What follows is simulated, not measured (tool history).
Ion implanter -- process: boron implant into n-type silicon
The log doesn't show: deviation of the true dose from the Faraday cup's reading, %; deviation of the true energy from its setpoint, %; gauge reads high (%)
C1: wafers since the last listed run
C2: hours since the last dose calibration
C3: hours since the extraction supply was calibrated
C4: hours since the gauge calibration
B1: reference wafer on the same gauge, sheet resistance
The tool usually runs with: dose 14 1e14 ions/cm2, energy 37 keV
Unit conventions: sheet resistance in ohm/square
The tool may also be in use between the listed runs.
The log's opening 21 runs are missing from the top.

{"run": 22, "day": 76.871, "dose": 12.28, "energy": 42.5, "C1": 860, "C2": 652, "C3": 779.2, "C4": 385.5, "B1": 75.6, "sheet resistance": 97.02}
{"run": 23, "day": 78.875, "dose": 10.55, "energy": 47, "C1": 440, "C2": 700.1, "C3": 827.3, "C4": 433.6, "B1": 75.6, "sheet resistance": 108.66}
{"run": 24, "day": 80.646, "dose": 17.84, "energy": 46, "C1": 388, "C2": 742.6, "C3": 869.8, "C4": 476.1, "B1": 75.59, "sheet resistance": 71.73}
{"run": 25, "day": 83.638, "dose": 17.97, "energy": 33, "C1": 656, "C2": 814.4, "C3": 941.6, "C4": 547.9, "B1": 75.61, "sheet resistance": 73.77}
{"run": 26, "day": 87.017, "dose": 12.46, "energy": 45.5, "C1": 742, "C2": 895.5, "C3": 1022.7, "C4": 629, "B1": 75.61, "sheet resistance": 94.54}
{"run": 27, "day": 89.229, "dose": 14, "energy": 37, "C1": 485, "C2": 948.6, "C3": 1075.8, "C4": 682.1, "B1": 75.61, "sheet resistance": 87.03}
{"day": 91.142, "done": "Faraday cup replaced and dose calibrated"}
{"run": 28, "day": 91.162, "dose": 16.01, "energy": 26.5, "C1": 351, "C2": 0.5, "C3": 1122.2, "C4": 728.5, "B1": 75.61, "sheet resistance": 83.61}
{"run": 29, "day": 95.358, "dose": 10.87, "energy": 24, "C1": 921, "C2": 101.2, "C3": 1222.9, "C4": 829.2, "B1": 75.56, "sheet resistance": 111.87}
{"run": 30, "day": 98.238, "dose": 15.55, "energy": 28.5, "C1": 632, "C2": 170.3, "C3": 1292, "C4": 898.3, "B1": 75.58, "sheet resistance": 84.46}
{"run": 31, "day": 100.604, "dose": 14, "energy": 29, "C1": 519, "C2": 227.1, "C3": 1348.8, "C4": 955.1, "B1": 75.61, "sheet resistance": 90.58}
{"run": 32, "day": 102.379, "dose": 14, "energy": 37, "C1": 389, "C2": 269.7, "C3": 1391.4, "C4": 997.7, "B1": 75.56, "sheet resistance": 88.78}
{"run": 33, "day": 105.904, "dose": 15.39, "energy": 26, "C1": 774, "C2": 354.3, "C3": 1476, "C4": 1082.3, "B1": 75.62, "sheet resistance": 86.25}

Run 34 has not been measured yet. What should we expect?
{"run": 34, "day": 109.712, "dose": 14, "energy": 37, "C1": 836, "C2": 445.7, "C3": 1567.4, "C4": 1173.7, "B1": "?", "sheet resistance": "?"}

B1: 75.58
sheet resistance: 88.84 ohm/square
If the tool had no hidden condition, the same run with the same run-to-run variation would have returned sheet resistance 89.12 ohm/square.

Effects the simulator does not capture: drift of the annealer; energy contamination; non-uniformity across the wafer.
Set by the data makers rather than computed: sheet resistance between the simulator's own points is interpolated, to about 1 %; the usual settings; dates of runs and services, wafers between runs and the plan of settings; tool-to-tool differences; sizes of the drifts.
